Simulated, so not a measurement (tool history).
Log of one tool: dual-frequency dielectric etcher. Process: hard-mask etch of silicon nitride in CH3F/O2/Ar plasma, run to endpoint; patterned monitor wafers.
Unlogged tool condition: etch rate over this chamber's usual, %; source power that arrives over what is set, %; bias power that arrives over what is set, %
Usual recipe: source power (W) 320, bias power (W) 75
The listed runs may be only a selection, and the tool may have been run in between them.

run    hour  source power (W)  bias power (W)  wafers since the last listed run  hours since the last wet clean  hours since the last source power generator calibration  hours since the last bias power generator calibration  hours since the last upper electrode change  incoming incoming film thickness, nm  endpoint time (s)
  1       0               350              75                                 0                           174.9                                                   3418.9                                                 4559.1                                       2725.5                                  55.1               76.1
  2    43.3               320              63                               518                           218.2                                                   3462.2                                                 4602.4                                       2768.8                                  55.4               86.9
  3   153.6               320              75                              1319                           328.5                                                   3572.5                                                 4712.7                                       2879.1                                  55.8               80.5
  4   195.8               320              75                               504                           370.7                                                   3614.7                                                 4754.9                                       2921.3                                  54.8               80.4
      230.9  -- wet clean of the chamber
  5   231.4               320              75                               138                             0.5                                                   3650.3                                                 4790.5                                       2956.9                                  55.4               82.3
  6     426               320              75                              2328                           195.1                                                   3844.9                                                 4985.1                                       3151.5                                  55.2               83.3
  7   485.2               320              75                               708                           254.3                                                   3904.1                                                 5044.3                                       3210.7                                  55.7               84.3
      501.3  -- bias power generator calibrated
      517.2  -- upper electrode replaced
  8   520.5               320              75                               184                           289.6                                                   3939.4                                                   19.2                                          3.3                                    55               83.8
      600.6  -- wet clean of the chamber, repeated, since the last time left the tool worse
  9   601.1               320              75                               677                             0.5                                                     4020                                                   99.8                                         83.9                                  54.9               78.6
 10   614.4               320              75                               159                            13.8                                                   4033.3                                                  113.1                                         97.2                                  55.2               77.7
 11   659.3               320              75                               537                            58.7                                                   4078.2                                                    158                                        142.1                                  55.1               77.8
 12   719.8               320              75                               723                           119.2                                                   4138.7                                                  218.5                                        202.6                                  54.9               78.3
 13   758.8               370              75                               466                           158.2                                                   4177.7                                                  257.5                                        241.6                                  55.6               75.9
 14   820.7               370              75                               740                           220.1                                                   4239.6                                                  319.4                                        303.5                                  55.5               75.8
 15   874.4               370              75                               642                           273.8                                                   4293.3                                                  373.1                                        357.2                                  55.7               77.2
 16   942.4               350              67                               813                           341.8                                                   4361.3                                                  441.1                                        425.2                                  55.1               82.9
      985.9  -- wet clean of the chamber
 17   986.4               320              75                               239                             0.5                                                   4405.3                                                  485.1                                        469.2                                  55.3                 78
 18  1022.6               320              83                               433                            36.7                                                   4441.5                                                  521.3                                        505.4                                  55.3               74.9
 19  1068.2               350              70                               545                            82.3                                                   4487.1                                                  566.9                                          551                                  55.7               80.5
     1079.4  -- source power generator calibrated
 20  1111.3               260              62                               467                           125.4                                                     31.9                                                    610                                        594.1                                  55.3                 94
 21  1166.9               320              75                               665                             181                                                     87.5                                                  665.6                                        649.7                                  55.5               79.6
 22  1211.5               300              82                               533                           225.6                                                    132.1                                                  710.2                                        694.3                                  55.5                 78
     1364.6  -- wet clean of the chamber
 23  1412.6               290              88                              2119                              48                                                    333.2                                                  911.3                                        895.4                                  55.6               75.3
 24  1444.1               320              75                               376                            79.5                                                    364.7                                                  942.8                                        926.9                                  55.2               78.2
 25  1483.2               360              88                               467                           118.6                                                    403.8                                                  981.9                                          966                                  55.6               70.6
 26  1647.4               390              57                              1964                           282.8                                                      568                                                 1146.1                                       1130.2                                  54.8               86.1
 27  1674.1               360              56                               319                           309.5                                                    594.7                                                 1172.8                                       1156.9                                  55.1               90.3
 28    1709               350              59                               417                           344.4                                                    629.6                                                 1207.7                                       1191.8                                  55.3               89.1

Estimate the outcome of run 29 from the log above:
 29  1734.6               290              86                               306                             370                                                    655.2                                                 1233.3                                       1217.4                                  54.9                  ?

endpoint time (s): 76
With no hidden state in the tool, this same run would have given endpoint time (s) 74.3.
